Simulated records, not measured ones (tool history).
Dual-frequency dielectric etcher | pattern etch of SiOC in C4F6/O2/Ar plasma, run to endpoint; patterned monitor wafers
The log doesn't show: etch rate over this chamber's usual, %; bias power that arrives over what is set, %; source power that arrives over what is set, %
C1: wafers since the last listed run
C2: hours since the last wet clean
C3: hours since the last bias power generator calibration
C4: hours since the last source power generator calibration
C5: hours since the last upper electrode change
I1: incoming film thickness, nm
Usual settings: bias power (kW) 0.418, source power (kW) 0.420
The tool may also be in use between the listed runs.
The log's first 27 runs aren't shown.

run 28 day=60.829 | bias_power_(kW)=0.456 source_power_(kW)=0.390 | C1=871 C2=123.0 C3=189.7 C4=1003.3 C5=78.4 | I1=51.3 | endpoint_time_(s)=17.3
run 29 day=63.183 | bias_power_(kW)=0.456 source_power_(kW)=0.390 | C1=685 C2=179.5 C3=246.2 C4=1059.8 C5=134.9 | I1=51.5 | endpoint_time_(s)=17.4
run 30 day=65.950 | bias_power_(kW)=0.462 source_power_(kW)=0.420 | C1=805 C2=245.9 C3=312.6 C4=1126.2 C5=201.3 | I1=51.4 | endpoint_time_(s)=16.8
run 31 day=68.092 | bias_power_(kW)=0.418 source_power_(kW)=0.380 | C1=623 C2=297.3 C3=364.0 C4=1177.6 C5=252.7 | I1=51.8 | endpoint_time_(s)=18.9
run 32 day=70.638 | bias_power_(kW)=0.320 source_power_(kW)=0.470 | C1=741 C2=358.4 C3=425.1 C4=1238.7 C5=313.8 | I1=51.0 | endpoint_time_(s)=19.9
run 33 day=73.312 | bias_power_(kW)=0.466 source_power_(kW)=0.470 | C1=779 C2=422.6 C3=489.3 C4=1302.9 C5=378.0 | I1=51.7 | endpoint_time_(s)=16.2
run 34 day=74.779 | bias_power_(kW)=0.485 source_power_(kW)=0.470 | C1=427 C2=457.8 C3=524.5 C4=1338.1 C5=413.2 | I1=51.4 | endpoint_time_(s)=15.9
run 35 day=76.733 | bias_power_(kW)=0.387 source_power_(kW)=0.350 | C1=569 C2=504.7 C3=571.4 C4=1385.0 C5=460.1 | I1=51.5 | endpoint_time_(s)=20.6

Forecast each of these 4 alternatives for the next run:
run A day=76.750 | bias_power_(kW)=0.379 source_power_(kW)=0.420 | C1=4 C2=505.1 C3=571.8 C4=1385.4 C5=460.5 | I1=51.1 | endpoint_time_(s)=?
run B day=76.750 | bias_power_(kW)=0.383 source_power_(kW)=0.510 | C1=4 C2=505.1 C3=571.8 C4=1385.4 C5=460.5 | I1=51.1 | endpoint_time_(s)=?
run C day=76.750 | bias_power_(kW)=0.367 source_power_(kW)=0.460 | C1=4 C2=505.1 C3=571.8 C4=1385.4 C5=460.5 | I1=51.1 | endpoint_time_(s)=?
run D day=76.750 | bias_power_(kW)=0.362 source_power_(kW)=0.330 | C1=4 C2=505.1 C3=571.8 C4=1385.4 C5=460.5 | I1=51.1 | endpoint_time_(s)=?

run=A endpoint_time_(s)=19.1
run=B endpoint_time_(s)=17.5
run=C endpoint_time_(s)=18.8
run=D endpoint_time_(s)=21.9
Without the tool's hidden state the same runs would have given:
run=A endpoint_time_(s)=18.6
run=B endpoint_time_(s)=17.0
run=C endpoint_time_(s)=18.2
run=D endpoint_time_(s)=21.2
